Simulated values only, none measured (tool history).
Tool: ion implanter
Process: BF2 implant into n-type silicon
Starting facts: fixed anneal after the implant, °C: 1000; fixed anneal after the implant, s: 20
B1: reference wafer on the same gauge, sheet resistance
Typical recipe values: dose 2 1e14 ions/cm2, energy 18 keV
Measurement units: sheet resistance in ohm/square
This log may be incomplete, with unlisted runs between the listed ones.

{"run": 1, "hour": 0.0, "dose": 2, "energy": 18, "B1": 624.3, "sheet resistance": 566.54}
{"run": 2, "hour": 18.5, "dose": 2, "energy": 18, "B1": 624.07, "sheet resistance": 570.42}
{"run": 3, "hour": 49.9, "dose": 1.55, "energy": 18, "B1": 624.38, "sheet resistance": 709.94}
{"hour": 92.5, "done": "gauge calibrated"}
{"run": 4, "hour": 96.8, "dose": 1.55, "energy": 18, "B1": 624.19, "sheet resistance": 709.91}
{"run": 5, "hour": 114.5, "dose": 2, "energy": 18, "B1": 623.23, "sheet resistance": 566.34}
{"run": 6, "hour": 139.1, "dose": 2, "energy": 18, "B1": 624.1, "sheet resistance": 565.65}
{"run": 7, "hour": 153.3, "dose": 2, "energy": 18, "B1": 623.55, "sheet resistance": 567.55}
{"run": 8, "hour": 169.7, "dose": 2, "energy": 18, "B1": 623.66, "sheet resistance": 567.57}
{"run": 9, "hour": 199.1, "dose": 2, "energy": 18, "B1": 623.94, "sheet resistance": 566.63}
{"run": 10, "hour": 225.7, "dose": 2, "energy": 18, "B1": 623.94, "sheet resistance": 565.15}
{"run": 11, "hour": 257.7, "dose": 2, "energy": 18, "B1": 623.68, "sheet resistance": 566.34}
{"run": 12, "hour": 287.2, "dose": 1.87, "energy": 19.5, "B1": 623.78, "sheet resistance": 594.24}
{"run": 13, "hour": 312.1, "dose": 1.87, "energy": 19.5, "B1": 624.49, "sheet resistance": 594.62}
{"run": 14, "hour": 341.0, "dose": 1.87, "energy": 19.5, "B1": 623.25, "sheet resistance": 591.25}
{"run": 15, "hour": 365.7, "dose": 2.16, "energy": 18, "B1": 624.02, "sheet resistance": 526.73}
{"run": 16, "hour": 399.3, "dose": 2.12, "energy": 18, "B1": 623.65, "sheet resistance": 537.59}
{"run": 17, "hour": 413.8, "dose": 1.52, "energy": 18, "B1": 623.23, "sheet resistance": 717.96}
{"run": 18, "hour": 433.9, "dose": 1.52, "energy": 18, "B1": 623.76, "sheet resistance": 715.26}
{"run": 19, "hour": 456.8, "dose": 1.62, "energy": 15.5, "B1": 624.53, "sheet resistance": 688.47}
{"run": 20, "hour": 536.2, "dose": 2, "energy": 13.5, "B1": 623.8, "sheet resistance": 586.11}
{"run": 21, "hour": 569.5, "dose": 2.23, "energy": 15, "B1": 624.46, "sheet resistance": 525.53}
{"run": 22, "hour": 599.7, "dose": 1.62, "energy": 20, "B1": 624.27, "sheet resistance": 669.18}
{"run": 23, "hour": 634.9, "dose": 2.43, "energy": 18, "B1": 623.39, "sheet resistance": 477.22}
{"run": 24, "hour": 647.3, "dose": 1.41, "energy": 24, "B1": 623.81, "sheet resistance": 732.67}
{"run": 25, "hour": 678.3, "dose": 2.24, "energy": 15.5, "B1": 623.68, "sheet resistance": 519.32}
{"hour": 698.5, "done": "gauge calibrated"}
{"run": 26, "hour": 706.8, "dose": 1.67, "energy": 23.5, "B1": 624.61, "sheet resistance": 640.81}
{"run": 27, "hour": 730.1, "dose": 2, "energy": 18, "B1": 623.84, "sheet resistance": 559.09}
{"hour": 762.5, "done": "extraction supply calibrated"}
{"hour": 764.0, "done": "Faraday cup replaced and dose calibrated"}
{"run": 28, "hour": 782.1, "dose": 1.58, "energy": 18, "B1": 624.59, "sheet resistance": 724.41}
{"run": 29, "hour": 797.3, "dose": 1.62, "energy": 15.5, "B1": 624.12, "sheet resistance": 719.57}
{"run": 30, "hour": 809.9, "dose": 2, "energy": 18, "B1": 624.01, "sheet resistance": 588.85}
{"run": 31, "hour": 830.4, "dose": 2.59, "energy": 20.5, "B1": 624.33, "sheet resistance": 463.67}
{"run": 32, "hour": 850.1, "dose": 2.29, "energy": 12, "B1": 624.37, "sheet resistance": 550}
{"run": 33, "hour": 873.9, "dose": 1.69, "energy": 14.5, "B1": 624.43, "sheet resistance": 697.63}
{"run": 34, "hour": 902.8, "dose": 2.21, "energy": 18, "B1": 623.96, "sheet resistance": 538.38}
{"run": 35, "hour": 916.9, "dose": 2.39, "energy": 20, "B1": 623.83, "sheet resistance": 496.1}
{"run": 36, "hour": 946.9, "dose": 2.58, "energy": 23, "B1": 624.06, "sheet resistance": 459.08}
{"run": 37, "hour": 972.0, "dose": 2, "energy": 18, "B1": 623.66, "sheet resistance": 583.36}

Table of differences, measured result less the result of that run with no hidden state. Run-to-run variation is the same in both. Gauge scatter possibly is not:
Unlogged tool condition in this case: deviation of the true dose from the Faraday cup's reading, %; deviation of the true energy from its setpoint, %; gauge reads high (%).
run=1 sheet_resistance=-15.53
run=2 sheet_resistance=-15.82
run=3 sheet_resistance=-20.36
run=4 sheet_resistance=-20.97
run=5 sheet_resistance=-16.69
run=6 sheet_resistance=-16.92
run=7 sheet_resistance=-17.12
run=8 sheet_resistance=-17.3
run=9 sheet_resistance=-17.57
run=10 sheet_resistance=-17.79
run=11 sheet_resistance=-18.16
run=12 sheet_resistance=-19.39
run=13 sheet_resistance=-19.66
run=14 sheet_resistance=-19.86
run=15 sheet_resistance=-17.72
run=16 sheet_resistance=-18.46
run=17 sheet_resistance=-25.39
run=18 sheet_resistance=-25.55
run=19 sheet_resistance=-25.05
run=20 sheet_resistance=-21.45
run=21 sheet_resistance=-19.29
run=22 sheet_resistance=-25.65
run=23 sheet_resistance=-17.94
run=24 sheet_resistance=-27.79
run=25 sheet_resistance=-20.09
run=26 sheet_resistance=-25.2
run=27 sheet_resistance=-22.69
run=28 sheet_resistance=+3.26
run=29 sheet_resistance=+3.06
run=30 sheet_resistance=+2.32
run=31 sheet_resistance=+1.6
run=32 sheet_resistance=+1.66
run=33 sheet_resistance=+1.97
run=34 sheet_resistance=+1.2
run=35 sheet_resistance=+0.97
run=36 sheet_resistance=+0.64
run=37 sheet_resistance=+0.58
